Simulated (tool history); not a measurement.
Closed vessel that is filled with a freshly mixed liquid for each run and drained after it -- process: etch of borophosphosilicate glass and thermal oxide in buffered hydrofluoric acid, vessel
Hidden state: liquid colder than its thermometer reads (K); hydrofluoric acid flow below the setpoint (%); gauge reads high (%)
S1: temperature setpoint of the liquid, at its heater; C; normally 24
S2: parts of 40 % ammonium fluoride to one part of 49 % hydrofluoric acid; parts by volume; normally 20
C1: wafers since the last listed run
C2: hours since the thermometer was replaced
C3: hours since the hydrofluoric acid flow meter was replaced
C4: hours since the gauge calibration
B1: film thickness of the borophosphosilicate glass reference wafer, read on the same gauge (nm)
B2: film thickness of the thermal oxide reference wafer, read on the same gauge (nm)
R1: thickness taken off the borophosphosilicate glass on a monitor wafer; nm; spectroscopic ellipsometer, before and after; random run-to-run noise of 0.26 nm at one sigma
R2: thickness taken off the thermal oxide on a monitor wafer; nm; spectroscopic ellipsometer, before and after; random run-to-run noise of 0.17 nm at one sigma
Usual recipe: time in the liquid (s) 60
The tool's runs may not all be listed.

{"run": 1, "hour": 0.0, "S1": 24, "S2": 20, "time in the liquid (s)": 60, "C1": 0, "C2": 604.5, "C3": 753.9, "C4": 550.5, "B1": 130, "B2": 80.01, "R1": 48.68, "R2": 30.67}
{"hour": 0.2, "done": "gauge calibrated"}
{"run": 2, "hour": 55.4, "S1": 24, "S2": 20, "time in the liquid (s)": 60, "C1": 7547, "C2": 659.9, "C3": 809.3, "C4": 55.2, "B1": 130.05, "B2": 80.05, "R1": 47.56, "R2": 30.76}
{"run": 3, "hour": 120.8, "S1": 24, "S2": 20, "time in the liquid (s)": 60, "C1": 8909, "C2": 725.3, "C3": 874.7, "C4": 120.6, "B1": 129.97, "B2": 79.99, "R1": 47.69, "R2": 30.46}
{"run": 4, "hour": 189.6, "S1": 24, "S2": 20, "time in the liquid (s)": 60, "C1": 9372, "C2": 794.1, "C3": 943.5, "C4": 189.4, "B1": 130.02, "B2": 80.04, "R1": 47.54, "R2": 30.57}
{"run": 5, "hour": 220.5, "S1": 24, "S2": 15, "time in the liquid (s)": 60, "C1": 4209, "C2": 825, "C3": 974.4, "C4": 220.3, "B1": 130.02, "B2": 79.97, "R1": 61.41, "R2": 39.13}
{"run": 6, "hour": 267.8, "S1": 24, "S2": 15, "time in the liquid (s)": 60, "C1": 6443, "C2": 872.3, "C3": 1021.7, "C4": 267.6, "B1": 130.01, "B2": 80.02, "R1": 61, "R2": 38.87}
{"run": 7, "hour": 310.7, "S1": 24, "S2": 15, "time in the liquid (s)": 60, "C1": 5844, "C2": 915.2, "C3": 1064.6, "C4": 310.5, "B1": 129.97, "B2": 79.99, "R1": 61.36, "R2": 38.85}
{"run": 8, "hour": 349.3, "S1": 24, "S2": 23.5, "time in the liquid (s)": 60, "C1": 5258, "C2": 953.8, "C3": 1103.2, "C4": 349.1, "B1": 130.05, "B2": 80.01, "R1": 42.34, "R2": 26.63}
{"run": 9, "hour": 400.3, "S1": 24, "S2": 23.5, "time in the liquid (s)": 60, "C1": 6947, "C2": 1004.8, "C3": 1154.2, "C4": 400.1, "B1": 130.02, "B2": 80.01, "R1": 42.15, "R2": 26.61}
{"run": 10, "hour": 441.8, "S1": 24, "S2": 20, "time in the liquid (s)": 60, "C1": 5653, "C2": 1046.3, "C3": 1195.7, "C4": 441.6, "B1": 129.98, "B2": 80.01, "R1": 47.02, "R2": 29.96}
{"run": 11, "hour": 492.7, "S1": 26.5, "S2": 15.5, "time in the liquid (s)": 60, "C1": 6934, "C2": 1097.2, "C3": 1246.6, "C4": 492.5, "B1": 130, "B2": 79.98, "R1": 66.53, "R2": 41.69}
{"hour": 497.3, "done": "gauge calibrated"}
{"run": 12, "hour": 644.6, "S1": 24, "S2": 20, "time in the liquid (s)": 60, "C1": 20694, "C2": 1249.1, "C3": 1398.5, "C4": 147.3, "B1": 130, "B2": 80.02, "R1": 46.38, "R2": 29.5}
{"hour": 666.9, "done": "hydrofluoric acid flow meter replaced"}
{"hour": 757.1, "done": "thermometer replaced"}
{"run": 13, "hour": 775.7, "S1": 24, "S2": 23.5, "time in the liquid (s)": 40, "C1": 17587, "C2": 18.6, "C3": 108.8, "C4": 278.4, "B1": 129.98, "B2": 79.97, "R1": 29.63, "R2": 19.03}
{"run": 14, "hour": 826.7, "S1": 24, "S2": 18, "time in the liquid (s)": 60, "C1": 6947, "C2": 69.6, "C3": 159.8, "C4": 329.4, "B1": 130.02, "B2": 80.01, "R1": 54.76, "R2": 35}
{"run": 15, "hour": 895.9, "S1": 21.5, "S2": 14.5, "time in the liquid (s)": 30, "C1": 9427, "C2": 138.8, "C3": 229, "C4": 398.6, "B1": 130, "B2": 80.02, "R1": 29.47, "R2": 18.59}
{"run": 16, "hour": 955.4, "S1": 29, "S2": 23.5, "time in the liquid (s)": 60, "C1": 8105, "C2": 198.3, "C3": 288.5, "C4": 458.1, "B1": 130, "B2": 79.97, "R1": 57.82, "R2": 36.83}
{"run": 17, "hour": 985.8, "S1": 22, "S2": 26, "time in the liquid (s)": 85, "C1": 4141, "C2": 228.7, "C3": 318.9, "C4": 488.5, "B1": 129.98, "B2": 80.02, "R1": 52.37, "R2": 33.09}
{"run": 18, "hour": 1012.1, "S1": 26.5, "S2": 20, "time in the liquid (s)": 60, "C1": 3582, "C2": 255, "C3": 345.2, "C4": 514.8, "B1": 130.03, "B2": 80.03, "R1": 56.17, "R2": 35.56}

Predict each of these 3 candidate next runs independently; none follows another, all start after run 18:
{"run": "A", "hour": 1012.8, "S1": 24, "S2": 13, "time in the liquid (s)": 60, "C1": 95, "C2": 255.7, "C3": 345.9, "C4": 515.5, "B1": "?", "B2": "?", "R1": "?", "R2": "?"}
{"run": "B", "hour": 1012.8, "S1": 27, "S2": 16, "time in the liquid (s)": 80, "C1": 95, "C2": 255.7, "C3": 345.9, "C4": 515.5, "B1": "?", "B2": "?", "R1": "?", "R2": "?"}
{"run": "C", "hour": 1012.8, "S1": 22, "S2": 20, "time in the liquid (s)": 60, "C1": 95, "C2": 255.7, "C3": 345.9, "C4": 515.5, "B1": "?", "B2": "?", "R1": "?", "R2": "?"}

run=A B1=129.99 B2=80 R1=73.58 R2=47.66
run=B B1=129.99 B2=80 R1=93.88 R2=60.96
run=C B1=129.99 B2=80 R1=43.64 R2=28.28
Stripped of hidden state, with their random variation kept, the same runs would have yielded:
run=A R1=76.61 R2=49.61
run=B R1=97.75 R2=63.46
run=C R1=44.89 R2=29.09
